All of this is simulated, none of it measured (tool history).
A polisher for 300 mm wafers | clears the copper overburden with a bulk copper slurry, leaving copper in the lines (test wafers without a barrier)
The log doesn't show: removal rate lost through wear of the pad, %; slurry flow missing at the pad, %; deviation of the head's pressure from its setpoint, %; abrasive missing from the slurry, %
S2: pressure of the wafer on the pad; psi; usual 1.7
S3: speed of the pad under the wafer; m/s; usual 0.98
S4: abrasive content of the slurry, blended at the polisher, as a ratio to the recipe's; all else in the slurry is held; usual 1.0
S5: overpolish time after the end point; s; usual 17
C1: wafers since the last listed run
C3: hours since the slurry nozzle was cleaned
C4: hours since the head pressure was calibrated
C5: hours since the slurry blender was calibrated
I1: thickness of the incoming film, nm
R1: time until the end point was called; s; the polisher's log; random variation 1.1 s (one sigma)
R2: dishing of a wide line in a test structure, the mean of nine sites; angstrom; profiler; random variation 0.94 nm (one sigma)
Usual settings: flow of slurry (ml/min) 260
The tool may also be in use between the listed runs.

run 1 hour=0.0 | flow_of_slurry_(ml/min)=260 S2=1.7 S3=0.98 S4=1.0 S5=17 | C1=0 wafers_polished_on_this_pad=1286 C3=535.5 C4=1064.6 C5=203.0 | I1=495.8 | R1=83.1 R2=489
-- hour=37.6 worn pad replaced by a new one
run 2 hour=53.0 | flow_of_slurry_(ml/min)=260 S2=1.7 S3=0.98 S4=1.0 S5=17 | C1=362 wafers_polished_on_this_pad=113 C3=588.5 C4=1117.6 C5=256.0 | I1=495.7 | R1=79.3 R2=500
-- hour=134.8 slurry nozzle cleaned
-- hour=211.1 slurry blender recalibrated
-- hour=261.0 worn pad replaced by a new one
run 3 hour=263.8 | flow_of_slurry_(ml/min)=260 S2=1.7 S3=0.98 S4=1.0 S5=17 | C1=1507 wafers_polished_on_this_pad=20 C3=129.0 C4=1328.4 C5=52.7 | I1=495.1 | R1=76.4 R2=519
run 4 hour=324.8 | flow_of_slurry_(ml/min)=260 S2=1.7 S3=0.98 S4=1.0 S5=17 | C1=451 wafers_polished_on_this_pad=471 C3=190.0 C4=1389.4 C5=113.7 | I1=499.0 | R1=78.8 R2=486
run 5 hour=365.8 | flow_of_slurry_(ml/min)=310 S2=1.7 S3=0.98 S4=1.0 S5=17 | C1=303 wafers_polished_on_this_pad=774 C3=231.0 C4=1430.4 C5=154.7 | I1=501.0 | R1=79.5 R2=483
run 6 hour=434.5 | flow_of_slurry_(ml/min)=310 S2=1.7 S3=0.98 S4=1.0 S5=17 | C1=508 wafers_polished_on_this_pad=1282 C3=299.7 C4=1499.1 C5=223.4 | I1=495.5 | R1=80.3 R2=491
run 7 hour=491.2 | flow_of_slurry_(ml/min)=260 S2=1.7 S3=0.98 S4=1.0 S5=17 | C1=419 wafers_polished_on_this_pad=1702 C3=356.4 C4=1555.8 C5=280.1 | I1=503.9 | R1=85.7 R2=471
-- hour=524.7 worn pad replaced by a new one
-- hour=532.0 head pressure recalibrated
run 8 hour=663.0 | flow_of_slurry_(ml/min)=260 S2=1.7 S3=0.98 S4=1.0 S5=17 | C1=1226 wafers_polished_on_this_pad=1008 C3=528.2 C4=131.0 C5=451.9 | I1=498.6 | R1=85.2 R2=466
-- hour=689.9 slurry blender recalibrated
run 9 hour=730.4 | flow_of_slurry_(ml/min)=260 S2=1.7 S3=0.98 S4=1.0 S5=17 | C1=483 wafers_polished_on_this_pad=1491 C3=595.6 C4=198.4 C5=40.5 | I1=494.8 | R1=84.2 R2=463
-- hour=766.2 worn pad replaced by a new one
run 10 hour=766.7 | flow_of_slurry_(ml/min)=260 S2=1.7 S3=0.98 S4=1.0 S5=17 | C1=238 wafers_polished_on_this_pad=4 C3=631.9 C4=234.7 C5=76.8 | I1=495.1 | R1=76.2 R2=483
-- hour=771.1 slurry nozzle cleaned
run 11 hour=804.3 | flow_of_slurry_(ml/min)=260 S2=1.7 S3=0.98 S4=1.0 S5=17 | C1=270 wafers_polished_on_this_pad=274 C3=33.2 C4=272.3 C5=114.4 | I1=501.3 | R1=79.3 R2=500
run 12 hour=847.3 | flow_of_slurry_(ml/min)=260 S2=1.7 S3=0.98 S4=1.0 S5=17 | C1=317 wafers_polished_on_this_pad=592 C3=76.2 C4=315.3 C5=157.4 | I1=493.8 | R1=78.7 R2=498
run 13 hour=887.3 | flow_of_slurry_(ml/min)=350 S2=1.2 S3=0.98 S4=1.0 S5=23 | C1=295 wafers_polished_on_this_pad=888 C3=116.2 C4=355.3 C5=197.4 | I1=499.9 | R1=98.5 R2=494
run 14 hour=946.9 | flow_of_slurry_(ml/min)=260 S2=1.7 S3=0.98 S4=1.0 S5=17 | C1=440 wafers_polished_on_this_pad=1329 C3=175.8 C4=414.9 C5=257.0 | I1=495.7 | R1=82.5 R2=484
-- hour=990.1 worn pad replaced by a new one
run 15 hour=1001.1 | flow_of_slurry_(ml/min)=260 S2=1.7 S3=0.98 S4=1.0 S5=17 | C1=371 wafers_polished_on_this_pad=81 C3=230.0 C4=469.1 C5=311.2 | I1=485.7 | R1=74.4 R2=491
run 16 hour=1037.0 | flow_of_slurry_(ml/min)=320 S2=1.7 S3=0.98 S4=0.7 S5=17 | C1=265 wafers_polished_on_this_pad=346 C3=265.9 C4=505.0 C5=347.1 | I1=490.8 | R1=80.4 R2=496
run 17 hour=1070.2 | flow_of_slurry_(ml/min)=260 S2=1.7 S3=0.70 S4=1.0 S5=17 | C1=245 wafers_polished_on_this_pad=592 C3=299.1 C4=538.2 C5=380.3 | I1=486.6 | R1=106.2 R2=391
-- hour=1078.2 slurry blender recalibrated
run 18 hour=1100.1 | flow_of_slurry_(ml/min)=305 S2=1.7 S3=1.14 S4=1.0 S5=13 | C1=206 wafers_polished_on_this_pad=798 C3=329.0 C4=568.1 C5=21.9 | I1=495.1 | R1=65.8 R2=465
run 19 hour=1125.2 | flow_of_slurry_(ml/min)=305 S2=1.1 S3=0.70 S4=1.0 S5=17 | C1=185 wafers_polished_on_this_pad=984 C3=354.1 C4=593.2 C5=47.0 | I1=501.4 | R1=151.8 R2=300
run 20 hour=1150.6 | flow_of_slurry_(ml/min)=220 S2=1.7 S3=0.98 S4=1.0 S5=14 | C1=187 wafers_polished_on_this_pad=1171 C3=379.5 C4=618.6 C5=72.4 | I1=498.1 | R1=81.6 R2=428

Forecast each of these 4 alternatives for the next run:
run A hour=1151.1 | flow_of_slurry_(ml/min)=260 S2=1.7 S3=0.98 S4=1.0 S5=17 | C1=3 wafers_polished_on_this_pad=1175 C3=380.0 C4=619.1 C5=72.9 | I1=499.8 | R1=? R2=?
run B hour=1151.1 | flow_of_slurry_(ml/min)=260 S2=1.2 S3=0.98 S4=1.0 S5=17 | C1=3 wafers_polished_on_this_pad=1175 C3=380.0 C4=619.1 C5=72.9 | I1=499.8 | R1=? R2=?
run C hour=1151.1 | flow_of_slurry_(ml/min)=260 S2=2.1 S3=0.98 S4=1.0 S5=17 | C1=3 wafers_polished_on_this_pad=1175 C3=380.0 C4=619.1 C5=72.9 | I1=499.8 | R1=? R2=?
run D hour=1151.1 | flow_of_slurry_(ml/min)=260 S2=1.7 S3=0.84 S4=1.0 S5=21 | C1=3 wafers_polished_on_this_pad=1175 C3=380.0 C4=619.1 C5=72.9 | I1=499.8 | R1=? R2=?

run=A R1=82.1 R2=482
run=B R1=104.7 R2=397
run=C R1=70.0 R2=545
run=D R1=95.8 R2=499
Without the tool's hidden state the same runs would have given:
run=A R1=76.9 R2=502
run=B R1=98.1 R2=414
run=C R1=65.6 R2=566
run=D R1=89.7 R2=519

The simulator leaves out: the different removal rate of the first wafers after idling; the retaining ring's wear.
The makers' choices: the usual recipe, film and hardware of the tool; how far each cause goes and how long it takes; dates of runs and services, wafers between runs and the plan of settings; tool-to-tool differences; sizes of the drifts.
